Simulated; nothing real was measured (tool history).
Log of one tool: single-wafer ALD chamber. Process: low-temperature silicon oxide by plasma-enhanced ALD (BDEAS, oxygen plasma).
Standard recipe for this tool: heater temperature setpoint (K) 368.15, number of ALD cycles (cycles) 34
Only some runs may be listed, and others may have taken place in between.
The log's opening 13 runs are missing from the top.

run,hour,heater temperature setpoint (K),number of ALD cycles (cycles),wafers since the last listed run,hours since the last thermocouple change,hours since the gauge calibration,"read-back reference wafer on the same gauge, thickness_nm",mean film thickness on the monitor wafer (nm)
14,306.6,368.15,34,168,2592.9,831.7,4.061,4.638
# hour 341.1: thermocouple changed; heater temperature recalibrated
# hour 349.8: gauge calibrated
15,375.6,368.15,34,674,34.5,25.8,4.059,4.703
16,404.5,362.15,34,319,63.4,54.7,4.06,4.817
17,435.7,362.15,34,345,94.6,85.9,4.06,4.813
18,457.6,368.15,34,242,116.5,107.8,4.062,4.719
19,476.1,368.15,34,204,135,126.3,4.059,4.712
20,493.1,368.15,34,188,152,143.3,4.059,4.71
21,519.2,368.15,37,288,178.1,169.4,4.059,5.101
22,545.3,368.15,37,288,204.2,195.5,4.06,5.135
23,578.2,380.15,34,363,237.1,228.4,4.059,4.577
24,594.9,368.15,38,184,253.8,245.1,4.059,5.284
25,620,376.15,38,277,278.9,270.2,4.059,5.156
26,641.4,372.15,34,236,300.3,291.6,4.059,4.642
27,671.9,368.15,34,337,330.8,322.1,4.06,4.693
28,702.3,368.15,34,336,361.2,352.5,4.062,4.714
29,722.1,368.15,34,219,381,372.3,4.058,4.707
30,754.9,373.15,36,362,413.8,405.1,4.061,4.91
31,821.7,368.15,34,738,480.6,471.9,4.062,4.703
32,845.6,374.15,30,264,504.5,495.8,4.061,4.092
33,874.3,368.15,34,317,533.2,524.5,4.06,4.688
34,901.7,361.15,38,303,560.6,551.9,4.062,5.387
35,926.3,382.15,40,272,585.2,576.5,4.06,5.372

Run 36, settings as shown, results not yet in. Your forecast:
36,944.2,356.15,34,198,603.1,594.4,?,?

Run 36 measured read-back reference wafer on the same gauge, thickness_nm 4.058, mean film thickness on the monitor wafer (nm) 4.862.
The same run, on a tool lacking any hidden state, would have yielded mean film thickness on the monitor wafer (nm) 4.882.

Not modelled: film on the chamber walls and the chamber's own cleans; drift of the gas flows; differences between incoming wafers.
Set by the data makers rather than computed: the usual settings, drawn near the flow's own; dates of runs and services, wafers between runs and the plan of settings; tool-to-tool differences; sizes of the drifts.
